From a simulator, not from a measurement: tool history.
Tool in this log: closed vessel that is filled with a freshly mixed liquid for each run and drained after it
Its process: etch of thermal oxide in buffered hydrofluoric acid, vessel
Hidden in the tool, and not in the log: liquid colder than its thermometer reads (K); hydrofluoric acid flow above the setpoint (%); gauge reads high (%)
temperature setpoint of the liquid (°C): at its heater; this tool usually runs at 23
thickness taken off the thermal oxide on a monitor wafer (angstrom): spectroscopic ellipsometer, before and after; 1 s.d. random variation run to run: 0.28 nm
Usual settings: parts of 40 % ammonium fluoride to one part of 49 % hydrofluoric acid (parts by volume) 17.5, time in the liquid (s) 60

| run | hour | temperature setpoint of the liquid (°C) | parts of 40 % ammonium fluoride to one part of 49 % hydrofluoric acid (parts by volume) | time in the liquid (s) | wafers since the last listed run | hours since the thermometer was replaced | hours since the hydrofluoric acid flow meter was replaced | hours since the gauge calibration | read-back film thickness of the thermal oxide reference wafer, read on the same gauge (nm) | thickness taken off the thermal oxide on a monitor wafer (angstrom) |
|---|---|---|---|---|---|---|---|---|---|---|
| 1 | 0 | 23 | 17.5 | 60 | 0 | 1141.3 | 1403.3 | 240.5 | 100 | 381.8 |
| 2 | 53.5 | 23 | 17.5 | 60 | 7410 | 1194.8 | 1456.8 | 294 | 99.99 | 377.2 |
| 3 | 96.7 | 23 | 17.5 | 60 | 5983 | 1238 | 1500 | 337.2 | 100 | 374.2 |
| 4 | 136 | 23 | 17.5 | 60 | 5443 | 1277.3 | 1539.3 | 376.5 | 100.02 | 372.6 |
| 5 | 175.8 | 23 | 17.5 | 60 | 5512 | 1317.1 | 1579.1 | 416.3 | 99.98 | 385.1 |
| 6 | 206.9 | 23 | 17.5 | 60 | 4307 | 1348.2 | 1610.2 | 447.4 | 99.97 | 378.1 |
| 7 | 240.2 | 23 | 17.5 | 60 | 4612 | 1381.5 | 1643.5 | 480.7 | 100.01 | 381.6 |
| 8 | 301.8 | 23 | 19.5 | 60 | 8532 | 1443.1 | 1705.1 | 542.3 | 100.03 | 341.6 |
| 9 | 334.5 | 23 | 17.5 | 70 | 4529 | 1475.8 | 1737.8 | 575 | 100.01 | 440.3 |
| 10 | 366.7 | 23 | 17.5 | 70 | 4460 | 1508 | 1770 | 607.2 | 99.99 | 448.8 |
| 11 | 434.1 | 23 | 17.5 | 70 | 9335 | 1575.4 | 1837.4 | 674.6 | 99.98 | 445 |
| 12 | 487.5 | 23 | 17.5 | 60 | 7396 | 1628.8 | 1890.8 | 728 | 99.99 | 386.7 |
| 13 | 517.1 | 23 | 21 | 60 | 4099 | 1658.4 | 1920.4 | 757.6 | 100.02 | 320.9 |
| 14 | 546.7 | 23 | 21 | 60 | 4099 | 1688 | 1950 | 787.2 | 100 | 320.2 |
| 15 | 599.9 | 23 | 17.5 | 60 | 7368 | 1741.2 | 2003.2 | 840.4 | 100.02 | 387.6 |
| 16 | 634.4 | 21 | 15 | 75 | 4778 | 1775.7 | 2037.7 | 874.9 | 99.99 | 494.1 |
| 17 | 681.9 | 21.5 | 17.5 | 60 | 6579 | 1823.2 | 2085.2 | 922.4 | 99.99 | 359.1 |
|  | 716.1 | thermometer replaced |
| 18 | 750.5 | 23 | 17.5 | 60 | 9363 | 34.4 | 2153.8 | 991 | 99.99 | 389.9 |
| 19 | 800.8 | 23 | 17.5 | 80 | 6967 | 84.7 | 2204.1 | 1041.3 | 100.01 | 514.1 |
|  | 802.7 | hydrofluoric acid flow meter replaced |
| 20 | 840.5 | 23 | 13 | 60 | 5360 | 124.4 | 37.8 | 1081 | 100 | 474.7 |
| 21 | 873.7 | 23 | 17.5 | 60 | 4598 | 157.6 | 71 | 1114.2 | 100.01 | 362.5 |
| 22 | 924.2 | 20.5 | 20 | 60 | 6994 | 208.1 | 121.5 | 1164.7 | 99.98 | 274 |
|  | 951 | gauge calibrated |
| 23 | 964.4 | 19 | 12 | 40 | 5568 | 248.3 | 161.7 | 13.4 | 99.99 | 283.1 |
| 24 | 1025.3 | 23 | 17.5 | 50 | 8435 | 309.2 | 222.6 | 74.3 | 100.02 | 306.1 |
| 25 | 1076.5 | 23 | 17.5 | 60 | 7091 | 360.4 | 273.8 | 125.5 | 100 | 359.8 |
| 26 | 1113.3 | 23 | 17.5 | 60 | 5097 | 397.2 | 310.6 | 162.3 | 100 | 358.7 |
| 27 | 1141.6 | 23 | 12.5 | 60 | 3919 | 425.5 | 338.9 | 190.6 | 99.98 | 515.7 |
| 28 | 1187.2 | 21 | 20.5 | 60 | 6316 | 471.1 | 384.5 | 236.2 | 100.01 | 278.8 |
| 29 | 1242.2 | 23 | 17.5 | 60 | 7618 | 526.1 | 439.5 | 291.2 | 100.02 | 367 |
| 30 | 1295.6 | 23 | 20 | 60 | 7396 | 579.5 | 492.9 | 344.6 | 99.99 | 320.1 |
| 31 | 1340.5 | 23 | 19.5 | 95 | 6219 | 624.4 | 537.8 | 389.5 | 99.98 | 516.9 |
| 32 | 1364.8 | 21.5 | 22.5 | 45 | 3365 | 648.7 | 562.1 | 413.8 | 100 | 203.6 |

What the log doesn't show, run by run:
liquid colder than its thermometer reads (K): 0 on each run
gauge reads high (%): 0 on each run
H1: hydrofluoric acid flow above the setpoint (%)
| run | H1 |
|---|---|
| 1 | 5.65 |
| 2 | 5.84 |
| 3 | 5.99 |
| 4 | 6.13 |
| 5 | 6.27 |
| 6 | 6.38 |
| 7 | 6.49 |
| 8 | 6.71 |
| 9 | 6.82 |
| 10 | 6.94 |
| 11 | 7.17 |
| 12 | 7.36 |
| 13 | 7.46 |
| 14 | 7.57 |
| 15 | 7.75 |
| 16 | 7.88 |
| 17 | 8.04 |
| 18 | 8.28 |
| 19 | 8.46 |
| 20 | 0.875 |
| 21 | 0.992 |
| 22 | 1.17 |
| 23 | 1.31 |
| 24 | 1.52 |
| 25 | 1.7 |
| 26 | 1.83 |
| 27 | 1.93 |
| 28 | 2.09 |
| 29 | 2.28 |
| 30 | 2.47 |
| 31 | 2.63 |
| 32 | 2.71 |

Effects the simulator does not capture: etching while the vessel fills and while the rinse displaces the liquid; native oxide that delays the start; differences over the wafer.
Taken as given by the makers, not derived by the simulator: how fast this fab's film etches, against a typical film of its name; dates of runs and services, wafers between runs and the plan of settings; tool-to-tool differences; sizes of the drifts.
